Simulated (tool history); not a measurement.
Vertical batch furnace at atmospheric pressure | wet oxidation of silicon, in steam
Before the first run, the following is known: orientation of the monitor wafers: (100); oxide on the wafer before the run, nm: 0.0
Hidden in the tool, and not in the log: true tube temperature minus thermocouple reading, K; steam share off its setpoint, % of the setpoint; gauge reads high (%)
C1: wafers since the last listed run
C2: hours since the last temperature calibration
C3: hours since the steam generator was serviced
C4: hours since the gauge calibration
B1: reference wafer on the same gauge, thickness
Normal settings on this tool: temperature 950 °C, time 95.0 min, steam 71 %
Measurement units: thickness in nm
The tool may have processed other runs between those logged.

Run 1, hour 0.0: usual settings; C1 0; C2 1592.4; C3 2587.8; C4 465.9; B1 274.08. Result: thickness 311.75 nm.
Run 2, hour 94.2: usual settings; C1 1117; C2 1686.6; C3 2682.0; C4 560.1; B1 274.02. Result: thickness 311.54 nm.
Run 3, hour 134.2: usual settings but temperature 937 °C; C1 474; C2 1726.6; C3 2722.0; C4 600.1; B1 274.02. Result: thickness 272.58 nm.
Run 4, hour 235.5: usual settings but steam 75 %; C1 1201; C2 1827.9; C3 2823.3; C4 701.4; B1 274.10. Result: thickness 327.67 nm.
Run 5, hour 321.5: usual settings but steam 75 %; C1 1020; C2 1913.9; C3 2909.3; C4 787.4; B1 274.12. Result: thickness 328.16 nm.
Run 6, hour 386.6: usual settings but steam 75 %; C1 772; C2 1979.0; C3 2974.4; C4 852.5; B1 273.86. Result: thickness 327.13 nm.
Run 7, hour 478.1: usual settings; C1 1085; C2 2070.5; C3 3065.9; C4 944.0; B1 274.07. Result: thickness 314.89 nm.
Run 8, hour 527.5: usual settings; C1 586; C2 2119.9; C3 3115.3; C4 993.4; B1 274.22. Result: thickness 313.48 nm.
Run 9, hour 585.4: usual settings; C1 686; C2 2177.8; C3 3173.2; C4 1051.3; B1 274.12. Result: thickness 311.37 nm.
Run 10, hour 685.0: usual settings; C1 1181; C2 2277.4; C3 3272.8; C4 1150.9; B1 274.36. Result: thickness 313.62 nm.
At hour 720.6: gauge calibrated.
Run 11, hour 764.7: usual settings but time 77.0 min; C1 945; C2 2357.1; C3 3352.5; C4 44.1; B1 274.06. Result: thickness 266.11 nm.
Run 12, hour 825.5: usual settings; C1 721; C2 2417.9; C3 3413.3; C4 104.9; B1 274.05. Result: thickness 314.89 nm.
Run 13, hour 922.4: usual settings; C1 1149; C2 2514.8; C3 3510.2; C4 201.8; B1 273.74. Result: thickness 314.69 nm.
Run 14, hour 961.9: usual settings; C1 468; C2 2554.3; C3 3549.7; C4 241.3; B1 273.79. Result: thickness 315.60 nm.
At hour 1053.6: steam generator serviced.
Run 15, hour 1054.1: usual settings but temperature 958 °C, time 73.0 min, steam 61 %; C1 809; C2 2646.5; C3 0.5; C4 333.5; B1 273.95. Result: thickness 262.27 nm.
Run 16, hour 1086.6: usual settings but time 63.5 min, steam 75 %; C1 385; C2 2679.0; C3 33.0; C4 366.0; B1 274.08. Result: thickness 252.01 nm.
Run 17, hour 1194.2: usual settings but temperature 966 °C, time 48.5 min; C1 1276; C2 2786.6; C3 140.6; C4 473.6; B1 274.22. Result: thickness 229.30 nm.
At hour 1220.1: thermocouples replaced and temperature profile calibrated.
Run 18, hour 1238.1: usual settings but temperature 939 °C, time 126.0 min, steam 63 %; C1 236; C2 18.0; C3 184.5; C4 517.5; B1 274.03. Result: thickness 324.62 nm.
Run 19, hour 1291.2: usual settings but temperature 942 °C, time 55.0 min, steam 66 %; C1 629; C2 71.1; C3 237.6; C4 570.6; B1 274.06. Result: thickness 176.93 nm.
Run 20, hour 1336.9: usual settings but temperature 943 °C, time 50.0 min, steam 61 %; C1 542; C2 116.8; C3 283.3; C4 616.3; B1 273.92. Result: thickness 153.01 nm.
Run 21, hour 1399.8: usual settings but temperature 973 °C, time 82.0 min, steam 62 %; C1 746; C2 179.7; C3 346.2; C4 679.2; B1 273.96. Result: thickness 312.54 nm.
Run 22, hour 1464.6: usual settings but temperature 939 °C, time 126.0 min, steam 63 %; C1 768; C2 244.5; C3 411.0; C4 744.0; B1 274.11. Result: thickness 320.84 nm.

What does the tool deliver on the next run?
Run 23, hour 1514.6: usual settings; C1 593; C2 294.5; C3 461.0; C4 794.0; B1 ?. Result: thickness ?.

For run 23 the tool returned B1 274.13, thickness 313.83 nm.
Had the tool carried no hidden state, the very same run would have given thickness 320.74 nm.
